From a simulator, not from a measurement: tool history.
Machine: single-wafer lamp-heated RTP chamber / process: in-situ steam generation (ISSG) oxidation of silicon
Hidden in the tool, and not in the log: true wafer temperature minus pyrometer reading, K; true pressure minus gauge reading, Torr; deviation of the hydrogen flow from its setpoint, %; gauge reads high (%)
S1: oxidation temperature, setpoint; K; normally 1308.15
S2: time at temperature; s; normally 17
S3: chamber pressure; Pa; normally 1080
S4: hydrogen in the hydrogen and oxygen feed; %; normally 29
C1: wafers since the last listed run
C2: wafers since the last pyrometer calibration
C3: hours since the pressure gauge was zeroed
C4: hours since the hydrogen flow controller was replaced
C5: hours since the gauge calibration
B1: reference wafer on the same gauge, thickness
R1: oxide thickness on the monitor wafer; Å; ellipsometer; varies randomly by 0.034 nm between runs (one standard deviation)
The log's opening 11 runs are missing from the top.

{"run": 12, "day": 41.458, "S1": 1308.15, "S2": 20, "S3": 1240, "S4": 29, "C1": 1743, "C2": 12008, "C3": 2886.3, "C4": 419.8, "C5": 96.0, "B1": 6.48, "R1": 66.71}
{"day": 47.688, "done": "pyrometer window cleaned and pyrometer calibrated"}
{"run": 13, "day": 51.375, "S1": 1292.15, "S2": 17, "S3": 1080, "S4": 29, "C1": 4362, "C2": 1678, "C3": 3124.3, "C4": 657.8, "C5": 334.0, "B1": 6.488, "R1": 58.85}
{"run": 14, "day": 53.512, "S1": 1308.15, "S2": 17, "S3": 1080, "S4": 29, "C1": 973, "C2": 2651, "C3": 3175.6, "C4": 709.1, "C5": 385.3, "B1": 6.479, "R1": 62.73}
{"run": 15, "day": 58.417, "S1": 1300.15, "S2": 17, "S3": 1080, "S4": 20, "C1": 2232, "C2": 4884, "C3": 3293.3, "C4": 826.8, "C5": 503.0, "B1": 6.474, "R1": 54.64}
{"run": 16, "day": 61.946, "S1": 1289.15, "S2": 17, "S3": 1080, "S4": 32, "C1": 1606, "C2": 6491, "C3": 3378.0, "C4": 911.5, "C5": 587.7, "B1": 6.48, "R1": 59.07}
{"run": 17, "day": 66.35, "S1": 1308.15, "S2": 20, "S3": 1240, "S4": 32, "C1": 2004, "C2": 8496, "C3": 3483.7, "C4": 1017.2, "C5": 693.4, "B1": 6.483, "R1": 68.2}
{"run": 18, "day": 70.225, "S1": 1320.15, "S2": 13, "S3": 1000, "S4": 32, "C1": 1764, "C2": 10260, "C3": 3576.7, "C4": 1110.2, "C5": 786.4, "B1": 6.478, "R1": 60.18}
{"day": 71.504, "done": "pressure gauge zeroed"}
{"run": 19, "day": 72.233, "S1": 1308.15, "S2": 17, "S3": 1080, "S4": 29, "C1": 762, "C2": 11022, "C3": 17.5, "C4": 1158.4, "C5": 834.6, "B1": 6.474, "R1": 61.89}
{"run": 20, "day": 74.267, "S1": 1308.15, "S2": 17, "S3": 1080, "S4": 29, "C1": 925, "C2": 11948, "C3": 66.3, "C4": 1207.2, "C5": 883.4, "B1": 6.482, "R1": 62.54}
{"day": 76.396, "done": "pyrometer window cleaned and pyrometer calibrated"}
{"run": 21, "day": 79.583, "S1": 1308.15, "S2": 17, "S3": 920, "S4": 20, "C1": 2268, "C2": 1451, "C3": 193.9, "C4": 1334.8, "C5": 1011.0, "B1": 6.47, "R1": 57.35}
{"run": 22, "day": 83.046, "S1": 1308.15, "S2": 17, "S3": 1080, "S4": 29, "C1": 1576, "C2": 3028, "C3": 277.0, "C4": 1417.9, "C5": 1094.1, "B1": 6.488, "R1": 62.04}
{"run": 23, "day": 85.742, "S1": 1308.15, "S2": 17, "S3": 1147, "S4": 29, "C1": 1227, "C2": 4255, "C3": 341.7, "C4": 1482.6, "C5": 1158.8, "B1": 6.469, "R1": 62.52}
{"run": 24, "day": 88.225, "S1": 1308.15, "S2": 17, "S3": 1160, "S4": 29, "C1": 1130, "C2": 5386, "C3": 401.3, "C4": 1542.2, "C5": 1218.4, "B1": 6.48, "R1": 61.95}
{"run": 25, "day": 91.708, "S1": 1308.15, "S2": 17, "S3": 960, "S4": 29, "C1": 1585, "C2": 6971, "C3": 484.9, "C4": 1625.8, "C5": 1302.0, "B1": 6.486, "R1": 63.45}
{"run": 26, "day": 94.45, "S1": 1308.15, "S2": 17, "S3": 1080, "S4": 29, "C1": 1248, "C2": 8219, "C3": 550.7, "C4": 1691.6, "C5": 1367.8, "B1": 6.493, "R1": 62.71}
{"run": 27, "day": 96.417, "S1": 1322.15, "S2": 17, "S3": 1200, "S4": 29, "C1": 895, "C2": 9115, "C3": 597.9, "C4": 1738.8, "C5": 1415.0, "B1": 6.486, "R1": 66.77}
{"run": 28, "day": 98.342, "S1": 1293.15, "S2": 17, "S3": 947, "S4": 25, "C1": 876, "C2": 9991, "C3": 644.1, "C4": 1785.0, "C5": 1461.2, "B1": 6.496, "R1": 56.1}
{"run": 29, "day": 106.808, "S1": 1291.15, "S2": 21, "S3": 1240, "S4": 29, "C1": 3854, "C2": 13846, "C3": 847.3, "C4": 1988.2, "C5": 1664.4, "B1": 6.481, "R1": 62.62}
{"day": 107.271, "done": "pyrometer window cleaned and pyrometer calibrated"}
{"run": 30, "day": 109.45, "S1": 1319.15, "S2": 24, "S3": 1213, "S4": 26, "C1": 1050, "C2": 991, "C3": 910.7, "C4": 2051.6, "C5": 1727.8, "B1": 6.471, "R1": 76.2}
{"run": 31, "day": 113.229, "S1": 1308.15, "S2": 17, "S3": 933, "S4": 29, "C1": 1720, "C2": 2712, "C3": 1001.4, "C4": 2142.3, "C5": 1818.5, "B1": 6.471, "R1": 62.57}
{"run": 32, "day": 117.683, "S1": 1328.15, "S2": 19, "S3": 1080, "S4": 29, "C1": 2027, "C2": 4739, "C3": 1108.3, "C4": 2249.2, "C5": 1925.4, "B1": 6.483, "R1": 72.98}

3 ways to go on from here, each from the tool as it stands after run 32. What would each give?
{"run": "A", "day": 117.7, "S1": 1321.15, "S2": 17, "S3": 1080, "S4": 29, "C1": 7, "C2": 4747, "C3": 1108.7, "C4": 2249.6, "C5": 1925.8, "B1": "?", "R1": "?"}
{"run": "B", "day": 117.7, "S1": 1320.15, "S2": 15, "S3": 1080, "S4": 29, "C1": 7, "C2": 4747, "C3": 1108.7, "C4": 2249.6, "C5": 1925.8, "B1": "?", "R1": "?"}
{"run": "C", "day": 117.7, "S1": 1300.15, "S2": 19, "S3": 1160, "S4": 32, "C1": 7, "C2": 4747, "C3": 1108.7, "C4": 2249.6, "C5": 1925.8, "B1": "?", "R1": "?"}

run=A B1=6.488 R1=66.44
run=B B1=6.488 R1=62.13
run=C B1=6.488 R1=64.38
The same runs, with their run-to-run variation unchanged, on a tool lacking any hidden condition would have given:
run=A R1=66.44
run=B R1=62.13
run=C R1=64.38
